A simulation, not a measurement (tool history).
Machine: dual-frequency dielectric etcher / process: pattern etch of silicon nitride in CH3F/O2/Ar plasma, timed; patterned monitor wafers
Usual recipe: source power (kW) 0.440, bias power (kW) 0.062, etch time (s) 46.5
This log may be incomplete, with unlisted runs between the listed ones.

run,hour,source power (kW),bias power (kW),etch time (s),wafers since the last listed run,hours since the last wet clean,hours since the last source power generator calibration,hours since the last bias power generator calibration,hours since the last upper electrode change,hours since the gauge calibration,"read-back reference wafer on the same gauge, depth_nm",mean etch depth across the wafer (angstrom)
1,0.0,0.440,0.062,46.5,0,196.2,2572.0,2329.4,3615.7,1211.7,33.24,316.5
2,31.1,0.530,0.062,46.5,422,227.3,2603.1,2360.5,3646.8,1242.8,33.25,349.1
3,72.8,0.530,0.062,46.5,567,269.0,2644.8,2402.2,3688.5,1284.5,33.20,353.6
# hour 100.2: upper electrode replaced
4,102.8,0.440,0.062,46.5,81,299.0,2674.8,2432.2,2.6,1314.5,33.10,320.5
5,132.4,0.440,0.049,46.5,402,328.6,2704.4,2461.8,32.2,1344.1,33.18,289.8
# hour 147.9: gauge calibrated
6,224.5,0.440,0.049,46.5,1252,420.7,2796.5,2553.9,124.3,76.6,33.09,295.1
7,239.5,0.440,0.049,46.5,204,435.7,2811.5,2568.9,139.3,91.6,33.10,297.3
8,265.7,0.440,0.062,46.5,356,461.9,2837.7,2595.1,165.5,117.8,33.20,327.0
9,279.4,0.440,0.062,46.5,186,475.6,2851.4,2608.8,179.2,131.5,33.11,324.8
10,301.8,0.440,0.062,46.5,304,498.0,2873.8,2631.2,201.6,153.9,33.15,322.6
# hour 351.5: source power generator calibrated
# hour 386.0: wet clean of the chamber
11,391.1,0.440,0.068,46.5,833,5.1,39.6,2720.5,290.9,243.2,33.20,323.4
12,415.4,0.440,0.068,46.5,330,29.4,63.9,2744.8,315.2,267.5,33.23,319.3
13,451.1,0.440,0.068,51.5,485,65.1,99.6,2780.5,350.9,303.2,33.23,358.6
14,477.5,0.440,0.051,41.5,359,91.5,126.0,2806.9,377.3,329.6,33.18,260.2
15,490.4,0.350,0.053,59.0,175,104.4,138.9,2819.8,390.2,342.5,33.12,336.6
16,517.5,0.440,0.062,46.5,368,131.5,166.0,2846.9,417.3,369.6,33.21,319.1
# hour 553.5: bias power generator calibrated
17,554.0,0.440,0.062,46.5,442,168.0,202.5,0.5,453.8,406.1,33.20,315.9
18,576.0,0.490,0.062,35.5,299,190.0,224.5,22.5,475.8,428.1,33.24,255.5
19,592.2,0.440,0.062,46.5,220,206.2,240.7,38.7,492.0,444.3,33.13,317.7
20,613.5,0.440,0.062,46.5,289,227.5,262.0,60.0,513.3,465.6,33.21,318.8
21,644.5,0.370,0.072,35.5,421,258.5,293.0,91.0,544.3,496.6,33.11,234.5
22,663.0,0.500,0.054,55.0,251,277.0,311.5,109.5,562.8,515.1,33.15,384.1
23,692.5,0.360,0.068,56.0,401,306.5,341.0,139.0,592.3,544.6,33.28,363.7
24,727.1,0.440,0.057,54.5,470,341.1,375.6,173.6,626.9,579.2,33.13,364.4
25,744.7,0.340,0.056,41.0,239,358.7,393.2,191.2,644.5,596.8,33.21,239.2
26,778.9,0.330,0.074,54.0,465,392.9,427.4,225.4,678.7,631.0,33.27,346.4
27,802.9,0.440,0.067,46.5,326,416.9,451.4,249.4,702.7,655.0,33.14,332.5
28,837.4,0.400,0.062,42.5,469,451.4,485.9,283.9,737.2,689.5,33.24,281.7
29,856.8,0.330,0.053,46.5,263,470.8,505.3,303.3,756.6,708.9,33.25,263.5
30,871.6,0.410,0.062,41.5,201,485.6,520.1,318.1,771.4,723.7,33.25,280.3
31,887.1,0.490,0.051,58.0,210,501.1,535.6,333.6,786.9,739.2,33.13,403.0

What if the next run were any one of these 3? Each begins from the tool's condition after run 31:
A,887.5,0.440,0.062,46.5,5,501.5,536.0,334.0,787.3,739.6,?,?
B,887.5,0.380,0.050,58.0,5,501.5,536.0,334.0,787.3,739.6,?,?
C,887.5,0.400,0.062,46.5,5,501.5,536.0,334.0,787.3,739.6,?,?

run,"read-back reference wafer on the same gauge, depth_nm",mean etch depth across the wafer (angstrom)
A,33.14,328.9
B,33.14,349.2
C,33.14,312.9
Had the tool no hidden state, the same runs would have come out as:
run,mean etch depth across the wafer (angstrom)
A,312.6
B,331.9
C,297.5
